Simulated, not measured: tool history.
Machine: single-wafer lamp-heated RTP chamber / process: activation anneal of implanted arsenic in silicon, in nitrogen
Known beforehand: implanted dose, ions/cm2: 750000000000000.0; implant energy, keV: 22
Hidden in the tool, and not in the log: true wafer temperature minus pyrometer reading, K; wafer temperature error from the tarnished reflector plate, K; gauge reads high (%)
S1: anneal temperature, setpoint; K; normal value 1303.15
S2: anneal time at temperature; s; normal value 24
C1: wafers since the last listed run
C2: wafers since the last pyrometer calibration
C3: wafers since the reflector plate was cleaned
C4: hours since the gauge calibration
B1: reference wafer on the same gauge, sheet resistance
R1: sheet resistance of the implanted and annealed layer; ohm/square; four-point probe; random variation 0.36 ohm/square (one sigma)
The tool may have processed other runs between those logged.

run 1 hour=0 | S1=1303.15 S2=24 | C1=0 C2=2852 C3=4826 C4=718.9 | B1=132.03 | R1=146.76
-- hour=27.8 reflector plate cleaned
-- hour=73.2 gauge calibrated
run 2 hour=75.7 | S1=1303.15 S2=24 | C1=1165 C2=4017 C3=823 C4=2.5 | B1=131.97 | R1=145.9
run 3 hour=125.2 | S1=1303.15 S2=24 | C1=851 C2=4869 C3=1675 C4=52 | B1=132.02 | R1=145.86
-- hour=176.4 pyrometer window cleaned and pyrometer calibrated
run 4 hour=196.1 | S1=1303.15 S2=24 | C1=1082 C2=339 C3=2758 C4=122.9 | B1=132.05 | R1=147.47
run 5 hour=300.5 | S1=1303.15 S2=24 | C1=1796 C2=2136 C3=4555 C4=227.3 | B1=131.99 | R1=146.85
run 6 hour=349.9 | S1=1303.15 S2=24 | C1=850 C2=2986 C3=5405 C4=276.7 | B1=132.02 | R1=147.08
run 7 hour=387.1 | S1=1303.15 S2=24 | C1=640 C2=3626 C3=6045 C4=313.9 | B1=132 | R1=146.36
-- hour=397.3 reflector plate cleaned
run 8 hour=452.6 | S1=1303.15 S2=24 | C1=989 C2=4616 C3=952 C4=379.4 | B1=131.94 | R1=145.13
-- hour=489.1 pyrometer window cleaned and pyrometer calibrated
run 9 hour=538.7 | S1=1303.15 S2=24 | C1=1344 C2=852 C3=2296 C4=465.5 | B1=131.99 | R1=147.02
run 10 hour=610.9 | S1=1303.15 S2=24 | C1=1242 C2=2095 C3=3538 C4=537.7 | B1=132.05 | R1=146.01
run 11 hour=671.6 | S1=1303.15 S2=24 | C1=1044 C2=3139 C3=4583 C4=598.4 | B1=132.11 | R1=145.7
-- hour=746.9 reflector plate cleaned
run 12 hour=747.9 | S1=1331.15 S2=36 | C1=1175 C2=4315 C3=16 C4=674.7 | B1=132.01 | R1=137.3
-- hour=767.9 pyrometer window cleaned and pyrometer calibrated
run 13 hour=828.7 | S1=1303.15 S2=24 | C1=1252 C2=1046 C3=1269 C4=755.5 | B1=132.04 | R1=147.33
run 14 hour=886.8 | S1=1316.15 S2=28 | C1=999 C2=2045 C3=2269 C4=813.6 | B1=132 | R1=143.38
-- hour=889 gauge calibrated
run 15 hour=923.2 | S1=1329.15 S2=24 | C1=626 C2=2672 C3=2895 C4=34.2 | B1=132.02 | R1=142.23
run 16 hour=975.1 | S1=1303.15 S2=24 | C1=893 C2=3565 C3=3788 C4=86.1 | B1=132.08 | R1=146.5
-- hour=1051.6 reflector plate cleaned
run 17 hour=1069.5 | S1=1303.15 S2=24 | C1=1486 C2=5052 C3=308 C4=180.5 | B1=132.07 | R1=145.33
-- hour=1125.2 pyrometer window cleaned and pyrometer calibrated
run 18 hour=1125.7 | S1=1319.15 S2=20 | C1=829 C2=8 C3=1138 C4=236.7 | B1=131.98 | R1=145.73
run 19 hour=1220.1 | S1=1303.15 S2=24 | C1=1624 C2=1633 C3=2762 C4=331.1 | B1=132.01 | R1=147.61
-- hour=1390.7 reflector plate cleaned
run 20 hour=1394 | S1=1330.15 S2=10 | C1=2855 C2=4488 C3=57 C4=505 | B1=132.05 | R1=148.42
-- hour=1454.3 pyrometer window cleaned and pyrometer calibrated
run 21 hour=1478 | S1=1327.15 S2=38 | C1=1307 C2=408 C3=1365 C4=589 | B1=132.04 | R1=139.39
run 22 hour=1571.2 | S1=1322.15 S2=28 | C1=1603 C2=2012 C3=2969 C4=682.2 | B1=132.08 | R1=142.66

Difference, measured minus no-hidden-state, one row per run. Run-to-run variation is common to both terms; the gauge's own scatter need not be:
run=1 R1=-0.58
run=2 R1=-1.22
run=3 R1=-1.78
run=4 R1=-0.01
run=5 R1=-0.33
run=6 R1=-0.64
run=7 R1=-0.94
run=8 R1=-1.6
run=9 R1=-0.46
run=10 R1=-0.71
run=11 R1=-1.1
run=12 R1=-1.95
run=13 R1=-0.16
run=14 R1=-0.38
run=15 R1=-0.6
run=16 R1=-0.98
run=17 R1=-1.99
run=18 R1=-0.05
run=19 R1=-0.24
run=20 R1=-1.45
run=21 R1=-0.11
run=22 R1=-0.39
